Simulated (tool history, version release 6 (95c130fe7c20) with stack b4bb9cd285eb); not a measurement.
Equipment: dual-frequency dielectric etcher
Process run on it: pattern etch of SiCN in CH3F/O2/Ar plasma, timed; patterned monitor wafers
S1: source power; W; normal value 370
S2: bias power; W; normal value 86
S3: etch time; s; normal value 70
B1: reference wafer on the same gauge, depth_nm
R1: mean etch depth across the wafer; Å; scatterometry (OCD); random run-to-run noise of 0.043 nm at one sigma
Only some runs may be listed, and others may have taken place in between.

run   hour   S1  S2    S3     B1     R1
  1      0  370  86    70  32.99    290
  2   18.1  370  86    70  33.01    290
  3   31.3  370  86    70  32.99  290.4
  4   63.5  370  86    70  33.01    290
  5   99.5  370  86    70     33  289.6
  6  116.6  410  81    70     33  295.7
  7  129.6  370  86    70     33  288.8
  8  142.3  370  86    70  32.99  290.1
     183.5  -- wet clean of the chamber
  9    184  370  86    70     33  293.9
 10  207.3  400  86  53.5  32.99  233.1
 11  228.3  430  86    70  33.01  314.3
 12  245.5  370  94  86.5  33.01  377.6
 13  260.9  400  68  80.5     33    315
       291  -- bias power generator calibrated
 14  293.8  280  70  89.5  33.01  296.9
 15    334  370  86    52     33  216.8
     342.7  -- source power generator calibrated
 16  361.7  300  98    77  32.99  300.4
 17  375.9  370  86    70  32.98  285.7
       376  -- gauge calibrated
       407  -- upper electrode replaced
 18  407.5  370  86    70     33  285.9
 19  492.9  370  98    70  33.01  303.2
 20  513.9  370  86    51     33  207.6
 21  526.3  330  86    70     33  269.1

Below are 4 alternative next runs, each starting from the tool's condition after run 21. Predict each:
  A  526.7  370  86    70   ?   ?
  B  526.7  410  86  86.5   ?   ?
  C  526.7  370  74    70   ?   ?
  D  526.7  350  86  77.5   ?   ?

run     B1     R1
  A  33.01  285.1
  B  33.01  370.1
  C  33.01  266.5
  D  33.01  307.2
With no hidden state in the tool, these same runs would have given:
run     R1
  A  288.1
  B    374
  C  269.3
  D  310.3
